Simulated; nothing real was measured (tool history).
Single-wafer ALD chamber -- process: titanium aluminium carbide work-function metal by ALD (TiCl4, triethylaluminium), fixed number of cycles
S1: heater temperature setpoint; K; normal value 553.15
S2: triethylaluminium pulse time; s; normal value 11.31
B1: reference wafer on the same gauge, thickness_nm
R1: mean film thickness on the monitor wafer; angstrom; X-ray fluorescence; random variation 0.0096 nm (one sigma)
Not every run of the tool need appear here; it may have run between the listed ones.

run	hour	S1	S2	B1	R1
1	0	546.15	11.31	1.729	18.76
2	19.5	546.15	11.31	1.731	18.76
3	48.1	546.15	11.31	1.729	18.89
4	67.1	553.15	8.76	1.728	18.51
5	100.5	553.15	8.76	1.729	18.54
6	133	553.15	11.31	1.73	19.21
7	149.1	553.15	9.6	1.728	18.69
8	175.2	553.15	9.6	1.73	18.65
9	197.9	553.15	9.6	1.729	18.69
10	296.3	553.15	11.31	1.727	19.26
11	311.8	553.15	11.31	1.731	19.27
# hour 344.3: triethylaluminium bottle replaced
12	390.7	553.15	11.31	1.73	20.07
# hour 419.5: showerhead replaced
13	420	553.15	11.31	1.733	20.11
# hour 433.6: thermocouple changed; heater temperature recalibrated
14	434.1	553.15	11.31	1.728	20.02
15	443.6	542.15	11.31	1.728	19.27
16	466.5	557.15	11.31	1.728	20.23
17	478.8	553.15	13.96	1.732	20.07
18	501.7	553.15	9.6	1.73	19.37
# hour 519.3: gauge calibrated
19	532.9	553.15	8.76	1.73	19.35
20	559.8	564.15	8.04	1.73	19.8
21	585.5	548.15	15.22	1.729	19.92
22	604.1	553.15	11.31	1.732	19.75
23	629.5	553.15	11.31	1.731	19.69
24	643	553.15	11.31	1.732	19.66
25	662.7	564.15	8.63	1.73	19.7
26	699.3	541.15	8.97	1.728	18.08
27	712.6	549.15	11.31	1.733	19.18

Branching from run 27: 3 alternative next runs. What would each branch give?
A	713	540.15	11.31	?	?
B	713	539.15	9.85	?	?
C	713	553.15	12.68	?	?

run	B1	R1
A	1.729	18.58
B	1.729	18.14
C	1.729	19.87
With no hidden state in the tool, these same runs would have given:
run	R1
A	19.1
B	18.81
C	20.3
